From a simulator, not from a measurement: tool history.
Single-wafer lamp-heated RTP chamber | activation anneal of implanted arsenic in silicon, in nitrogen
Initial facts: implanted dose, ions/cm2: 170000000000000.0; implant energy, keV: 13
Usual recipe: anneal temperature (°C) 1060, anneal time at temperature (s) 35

run   hour  anneal temperature (°C)  anneal time at temperature (s)  read-back reference wafer on the same gauge, sheet resistance  sheet resistance of the implanted and annealed layer (ohm/square)
  1    0.0                     1060                              35                                                         461.17                                                             495.59
  2   30.9                     1060                              35                                                         461.22                                                             496.04
  3   59.1                     1060                              35                                                         460.96                                                             493.50
  4   79.5                     1044                              41                                                         460.96                                                             498.00
  5   94.4                     1044                              41                                                         461.11                                                             500.18
  6  114.3                     1044                              41                                                         460.91                                                             499.11
     125.7  -- gauge calibrated
  7  142.5                     1060                              35                                                         461.10                                                             494.52
     163.1  -- pyrometer window cleaned and pyrometer calibrated
  8  163.6                     1060                              35                                                         461.15                                                             500.29
     174.7  -- reflector plate cleaned
  9  176.1                     1050                              47                                                         461.09                                                             498.09
 10  188.7                     1083                              35                                                         460.76                                                             487.80
 11  203.5                     1043                              44                                                         460.85                                                             502.32
 12  217.7                     1048                              50                                                         461.08                                                             497.38
 13  234.3                     1044                              41                                                         460.96                                                             502.63
 14  257.0                     1046                              18                                                         460.92                                                             515.22

Forecast each of these 3 alternatives for the next run:
  A  257.4                     1060                              56                                                              ?                                                                  ?
  B  257.4                     1082                              26                                                              ?                                                                  ?
  C  257.4                     1060                              28                                                              ?                                                                  ?

run  read-back reference wafer on the same gauge, sheet resistance  sheet resistance of the implanted and annealed layer (ohm/square)
  A                                                         461.03                                                             488.18
  B                                                         461.03                                                             494.71
  C                                                         461.03                                                             503.38
Without the tool's unlogged condition, the same runs would have read:
run  sheet resistance of the implanted and annealed layer (ohm/square)
  A                                                             490.26
  B                                                             496.51
  C                                                             504.86
